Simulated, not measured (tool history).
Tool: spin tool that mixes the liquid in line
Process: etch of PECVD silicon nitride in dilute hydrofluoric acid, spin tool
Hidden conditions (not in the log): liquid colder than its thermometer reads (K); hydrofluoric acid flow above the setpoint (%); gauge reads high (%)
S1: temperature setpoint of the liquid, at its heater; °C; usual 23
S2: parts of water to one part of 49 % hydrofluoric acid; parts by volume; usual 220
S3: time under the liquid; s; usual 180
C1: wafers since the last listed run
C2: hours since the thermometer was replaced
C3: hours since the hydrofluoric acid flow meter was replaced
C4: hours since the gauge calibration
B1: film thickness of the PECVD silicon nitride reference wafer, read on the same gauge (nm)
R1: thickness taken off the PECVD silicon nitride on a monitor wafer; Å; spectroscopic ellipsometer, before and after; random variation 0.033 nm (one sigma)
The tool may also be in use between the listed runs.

run	hour	S1	S2	S3	C1	C2	C3	C4	B1	R1
1	0	23	275	180	0	1893.7	541.6	202.4	99.996	26.16
2	7.3	23	220	180	44	1901	548.9	209.7	100.01	32.84
3	15.6	23	220	180	50	1909.3	557.2	218	99.952	32.69
4	28.7	23	220	180	79	1922.4	570.3	231.1	99.985	32.9
5	36	23	150	180	44	1929.7	577.6	238.4	99.998	47.23
6	45.6	23	150	180	57	1939.3	587.2	248	100.008	47.45
7	53.8	23	150	180	49	1947.5	595.4	256.2	100.016	48.02
8	64.2	23	220	180	62	1957.9	605.8	266.6	99.957	33.37
9	76.6	25	220	180	74	1970.3	618.2	279	100.012	36.61
10	90.6	25	220	180	84	1984.3	632.2	293	100.054	37.34
11	102.8	25	220	180	73	1996.5	644.4	305.2	100.016	38
12	112	23	265	180	55	2005.7	653.6	314.4	99.989	26.95
# hour 123.8: hydrofluoric acid flow meter replaced
# hour 124.6: gauge calibrated
# hour 128.3: thermometer replaced
13	149.4	23	265	180	213	21.1	25.6	24.8	100.006	24.6
14	166.4	20	220	180	102	38.1	42.6	41.8	99.973	24.67
15	177.9	23	220	180	69	49.6	54.1	53.3	100.026	29.54
16	188.8	27	320	150	65	60.5	65	64.2	99.995	21.72
17	199.8	23	220	180	66	71.5	76	75.2	100.028	29.38
18	209.6	18.5	275	145	59	81.3	85.8	85	99.942	14.27
19	218.7	23	125	180	54	90.4	94.9	94.1	99.991	52.61
20	235.7	23	220	180	102	107.4	111.9	111.1	100.002	30.26
21	243.5	21	220	180	47	115.2	119.7	118.9	100.003	26.42
22	257.8	25.5	290	180	86	129.5	134	133.2	100.039	26.95
23	267.7	23	220	180	59	139.4	143.9	143.1	100.009	30.03
24	278.4	27.5	320	180	64	150.1	154.6	153.8	99.996	27.13
25	294.3	23	220	180	95	166	170.5	169.7	99.992	30.44
26	305.7	23	220	180	68	177.4	181.9	181.1	100.002	30.09
27	313.8	23	220	80	48	185.5	190	189.2	99.998	13.42
28	327.1	19	220	100	80	198.8	203.3	202.5	100.021	13.05

For each entry between runs, how does the tool's hidden state at the last listed run before it compare with that at the first listed run after it?
After run 12, before run 13: hydrofluoric acid flow meter replaced (hour 123.8); gauge calibrated (hour 124.6); thermometer replaced (hour 128.3)
  hydrofluoric acid flow above the setpoint (%): 13.7 -> 1.42
  measured less the result without the state, R1: +3.19 -> +0.34 Å
